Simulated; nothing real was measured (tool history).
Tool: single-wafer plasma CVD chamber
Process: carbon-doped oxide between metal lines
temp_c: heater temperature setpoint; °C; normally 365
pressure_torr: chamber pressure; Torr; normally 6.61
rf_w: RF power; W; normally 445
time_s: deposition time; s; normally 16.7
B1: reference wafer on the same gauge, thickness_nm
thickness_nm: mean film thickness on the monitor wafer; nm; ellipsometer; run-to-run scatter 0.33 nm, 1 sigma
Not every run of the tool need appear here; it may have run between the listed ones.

run 1 hour=0.0 | temp_c=365 pressure_torr=6.61 rf_w=445 time_s=16.7 | B1=66.809 | thickness_nm=78.596
run 2 hour=13.4 | temp_c=365 pressure_torr=6.61 rf_w=445 time_s=16.7 | B1=66.906 | thickness_nm=78.095
run 3 hour=48.4 | temp_c=365 pressure_torr=6.61 rf_w=470 time_s=16.7 | B1=66.708 | thickness_nm=82.627
run 4 hour=75.9 | temp_c=365 pressure_torr=6.61 rf_w=470 time_s=16.7 | B1=66.944 | thickness_nm=81.617
run 5 hour=101.5 | temp_c=365 pressure_torr=6.61 rf_w=445 time_s=16.7 | B1=66.675 | thickness_nm=77.374
run 6 hour=115.6 | temp_c=365 pressure_torr=6.61 rf_w=445 time_s=16.7 | B1=66.723 | thickness_nm=77.661
run 7 hour=135.6 | temp_c=365 pressure_torr=6.61 rf_w=445 time_s=16.7 | B1=66.876 | thickness_nm=76.677
run 8 hour=162.3 | temp_c=365 pressure_torr=6.61 rf_w=445 time_s=16.7 | B1=66.905 | thickness_nm=77.380
run 9 hour=183.2 | temp_c=365 pressure_torr=6.61 rf_w=445 time_s=16.7 | B1=66.758 | thickness_nm=76.781
run 10 hour=208.3 | temp_c=365 pressure_torr=7.15 rf_w=445 time_s=16.7 | B1=66.896 | thickness_nm=77.474
run 11 hour=220.9 | temp_c=365 pressure_torr=7.15 rf_w=445 time_s=16.7 | B1=66.915 | thickness_nm=77.236
run 12 hour=256.5 | temp_c=365 pressure_torr=6.61 rf_w=445 time_s=16.7 | B1=66.753 | thickness_nm=76.280
run 13 hour=285.5 | temp_c=365 pressure_torr=6.61 rf_w=445 time_s=16.7 | B1=66.840 | thickness_nm=76.248
-- hour=303.7 thermocouple changed; heater temperature recalibrated
run 14 hour=304.6 | temp_c=365 pressure_torr=7.12 rf_w=370 time_s=20.0 | B1=66.625 | thickness_nm=75.109
run 15 hour=324.4 | temp_c=365 pressure_torr=6.61 rf_w=445 time_s=16.7 | B1=66.705 | thickness_nm=76.583
run 16 hour=346.8 | temp_c=350 pressure_torr=7.13 rf_w=390 time_s=16.7 | B1=66.658 | thickness_nm=69.776
run 17 hour=380.4 | temp_c=365 pressure_torr=6.61 rf_w=445 time_s=16.7 | B1=66.716 | thickness_nm=75.336
-- hour=400.3 showerhead replaced
run 18 hour=413.2 | temp_c=365 pressure_torr=8.22 rf_w=395 time_s=16.7 | B1=66.816 | thickness_nm=67.541
run 19 hour=440.7 | temp_c=365 pressure_torr=6.61 rf_w=445 time_s=16.7 | B1=66.837 | thickness_nm=75.185
run 20 hour=459.8 | temp_c=365 pressure_torr=6.61 rf_w=445 time_s=16.7 | B1=66.760 | thickness_nm=74.835
-- hour=473.3 capacitance manometer re-zeroed and calibrated
run 21 hour=490.0 | temp_c=358 pressure_torr=6.61 rf_w=370 time_s=19.2 | B1=66.744 | thickness_nm=71.503
-- hour=548.7 RF generator calibrated
run 22 hour=549.2 | temp_c=365 pressure_torr=6.61 rf_w=445 time_s=16.7 | B1=66.673 | thickness_nm=79.045
run 23 hour=553.7 | temp_c=354 pressure_torr=8.09 rf_w=445 time_s=16.7 | B1=66.844 | thickness_nm=83.470
-- hour=570.2 gauge calibrated
run 24 hour=577.2 | temp_c=375 pressure_torr=6.61 rf_w=445 time_s=16.7 | B1=66.822 | thickness_nm=76.957
run 25 hour=609.7 | temp_c=365 pressure_torr=6.61 rf_w=445 time_s=16.7 | B1=66.938 | thickness_nm=79.439
run 26 hour=643.2 | temp_c=369 pressure_torr=6.61 rf_w=500 time_s=18.8 | B1=66.880 | thickness_nm=97.957
run 27 hour=709.3 | temp_c=365 pressure_torr=6.61 rf_w=370 time_s=15.5 | B1=66.851 | thickness_nm=60.477
run 28 hour=723.3 | temp_c=361 pressure_torr=7.54 rf_w=445 time_s=16.7 | B1=66.825 | thickness_nm=80.555

5 options for the next run, each taken on its own from the tool as it stands now. Forecast them:
run A hour=723.7 | temp_c=365 pressure_torr=6.61 rf_w=445 time_s=16.7 | B1=? | thickness_nm=?
run B hour=723.7 | temp_c=351 pressure_torr=6.61 rf_w=445 time_s=16.7 | B1=? | thickness_nm=?
run C hour=723.7 | temp_c=373 pressure_torr=6.06 rf_w=495 time_s=19.3 | B1=? | thickness_nm=?
run D hour=723.7 | temp_c=357 pressure_torr=5.36 rf_w=420 time_s=16.7 | B1=? | thickness_nm=?
run E hour=723.7 | temp_c=365 pressure_torr=5.77 rf_w=445 time_s=16.7 | B1=? | thickness_nm=?

run=A B1=66.599 thickness_nm=78.694
run=B B1=66.599 thickness_nm=82.071
run=C B1=66.599 thickness_nm=95.909
run=D B1=66.599 thickness_nm=72.525
run=E B1=66.599 thickness_nm=76.606
Take away the tool's hidden state, keep each run's random variation, and the runs would have read:
run=A thickness_nm=79.060
run=B thickness_nm=82.453
run=C thickness_nm=96.287
run=D thickness_nm=72.863
run=E thickness_nm=76.963
